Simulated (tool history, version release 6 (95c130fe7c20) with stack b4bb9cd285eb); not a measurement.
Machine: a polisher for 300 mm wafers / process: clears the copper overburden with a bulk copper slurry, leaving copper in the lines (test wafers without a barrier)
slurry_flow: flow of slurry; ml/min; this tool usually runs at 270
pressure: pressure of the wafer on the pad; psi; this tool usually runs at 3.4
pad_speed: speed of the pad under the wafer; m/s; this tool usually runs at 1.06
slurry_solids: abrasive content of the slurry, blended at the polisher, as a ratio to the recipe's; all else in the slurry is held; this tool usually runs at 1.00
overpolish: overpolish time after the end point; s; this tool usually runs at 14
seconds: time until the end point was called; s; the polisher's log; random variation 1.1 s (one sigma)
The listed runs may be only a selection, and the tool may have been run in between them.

| run | hour | slurry_flow | pressure | pad_speed | slurry_solids | overpolish | incoming thickness of the incoming film, nm | seconds |
|---|---|---|---|---|---|---|---|---|
| 1 | 0.0 | 340 | 3.4 | 1.06 | 1.00 | 14 | 911.9 | 86.0 |
| 2 | 30.2 | 270 | 3.4 | 1.06 | 1.00 | 14 | 938.7 | 88.5 |
| 3 | 61.3 | 270 | 3.4 | 1.06 | 1.00 | 14 | 912.5 | 85.4 |
| 4 | 90.4 | 270 | 3.4 | 1.06 | 1.00 | 14 | 914.7 | 85.6 |
|  | 100.0 | worn pad replaced by a new one |
|  | 109.6 | slurry blender recalibrated |
| 5 | 122.0 | 270 | 3.4 | 1.06 | 1.00 | 14 | 919.2 | 86.0 |
| 6 | 156.8 | 270 | 3.4 | 1.06 | 1.00 | 14 | 924.0 | 87.3 |
| 7 | 184.9 | 270 | 3.4 | 1.06 | 1.00 | 14 | 917.7 | 84.8 |
| 8 | 216.9 | 270 | 3.4 | 1.06 | 1.00 | 14 | 905.9 | 82.6 |
| 9 | 234.3 | 200 | 3.4 | 1.06 | 1.00 | 14 | 912.7 | 85.3 |
|  | 249.4 | worn pad replaced by a new one |
| 10 | 262.4 | 200 | 3.4 | 1.06 | 1.00 | 14 | 930.8 | 87.5 |
| 11 | 290.6 | 200 | 3.4 | 1.06 | 1.00 | 14 | 918.0 | 87.4 |
| 12 | 307.0 | 270 | 3.4 | 1.32 | 1.30 | 14 | 934.4 | 65.4 |
| 13 | 343.9 | 270 | 3.4 | 1.06 | 1.00 | 14 | 904.2 | 82.4 |
| 14 | 371.9 | 270 | 2.6 | 1.06 | 1.00 | 18 | 922.5 | 107.3 |
|  | 391.3 | head pressure recalibrated |
| 15 | 397.6 | 270 | 3.4 | 0.94 | 0.85 | 14 | 921.3 | 102.8 |
|  | 410.6 | worn pad replaced by a new one |
| 16 | 430.5 | 270 | 3.4 | 1.06 | 0.90 | 7 | 912.4 | 91.7 |
| 17 | 458.7 | 270 | 3.4 | 1.06 | 1.00 | 14 | 928.2 | 88.8 |
| 18 | 477.8 | 270 | 3.4 | 1.06 | 1.00 | 14 | 906.4 | 86.5 |
| 19 | 494.3 | 270 | 3.4 | 1.06 | 1.00 | 14 | 913.5 | 86.4 |
|  | 510.7 | slurry blender recalibrated |
|  | 515.3 | slurry nozzle cleaned |
| 20 | 515.8 | 270 | 3.4 | 1.22 | 1.00 | 14 | 915.3 | 77.7 |
| 21 | 547.3 | 270 | 3.4 | 1.06 | 1.00 | 14 | 929.7 | 90.0 |
|  | 580.7 | worn pad replaced by a new one |
| 22 | 581.2 | 270 | 3.4 | 1.06 | 1.00 | 12 | 926.5 | 88.3 |
| 23 | 602.4 | 270 | 3.4 | 1.06 | 1.00 | 14 | 918.3 | 87.8 |
| 24 | 626.5 | 270 | 3.4 | 1.06 | 1.00 | 14 | 933.3 | 88.1 |
| 25 | 644.0 | 330 | 3.4 | 1.06 | 1.25 | 14 | 927.8 | 78.7 |
| 26 | 667.7 | 270 | 4.1 | 0.84 | 1.00 | 22 | 906.2 | 87.2 |
| 27 | 702.6 | 305 | 3.4 | 1.06 | 1.20 | 14 | 924.6 | 80.3 |
| 28 | 720.1 | 270 | 2.4 | 0.94 | 0.90 | 8 | 925.3 | 139.7 |
|  | 748.8 | worn pad replaced by a new one |
| 29 | 750.1 | 270 | 3.4 | 1.06 | 0.85 | 8 | 917.6 | 92.6 |

Here are 3 independent what-if runs from the current tool condition. What would each one return?
| A | 750.5 | 270 | 3.4 | 1.06 | 1.00 | 10 | 907.2 | ? |
| B | 750.5 | 270 | 2.3 | 1.06 | 1.00 | 14 | 907.2 | ? |
| C | 750.5 | 270 | 4.1 | 1.06 | 1.00 | 22 | 907.2 | ? |

| run | seconds |
|---|---|
| A | 83.7 |
| B | 120.7 |
| C | 70.0 |
Had the tool no hidden state, the same runs would have come out as:
| run | seconds |
|---|---|
| A | 87.0 |
| B | 125.5 |
| C | 72.8 |
